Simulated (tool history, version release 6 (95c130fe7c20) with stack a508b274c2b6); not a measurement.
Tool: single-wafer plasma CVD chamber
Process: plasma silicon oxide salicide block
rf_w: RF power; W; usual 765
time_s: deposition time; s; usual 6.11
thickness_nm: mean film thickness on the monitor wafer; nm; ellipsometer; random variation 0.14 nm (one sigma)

run,hour,rf_w,time_s,"read-back reference wafer on the same gauge, thickness_nm",thickness_nm
1,0,765,6.11,70.502,60.706
2,63,765,6.11,70.479,60.525
3,196.5,765,6.11,70.496,60.527
4,240.9,765,6.11,70.505,60.863
5,283.7,885,6.11,70.536,62.358
6,346.9,850,6.79,70.506,68.568
7,390.2,850,6.79,70.503,68.666
# hour 425.2: showerhead replaced
# hour 535.8: RF generator calibrated
8,576.2,850,6.79,70.526,68.518
9,607.3,765,5.76,70.509,57.242
10,631.9,765,5.76,70.488,57.132
11,660.2,855,6.74,70.473,68.079
# hour 698.5: gauge calibrated
12,701.8,765,5.3,70.535,52.5
13,748.3,695,6.11,70.456,59.642
14,808.9,765,6.11,70.514,60.554
15,872.3,860,7.32,70.518,74.247
16,912.9,765,5.23,70.5,51.964
17,970.4,765,6.11,70.494,60.53
18,1027.3,765,6.11,70.475,60.481
19,1087.2,725,7.04,70.516,68.955
20,1241.8,665,7.06,70.499,67.934

Forecast each of these 4 alternatives for the next run:
A,1242.2,765,6.11,?,?
B,1242.2,680,6.69,?,?
C,1242.2,765,7.01,?,?
D,1242.2,675,6.11,?,?

run,"read-back reference wafer on the same gauge, thickness_nm",thickness_nm
A,70.52,60.691
B,70.52,64.948
C,70.52,69.631
D,70.52,59.234
Without the tool's hidden state the same runs would have given:
run,thickness_nm
A,60.691
B,64.948
C,69.631
D,59.234
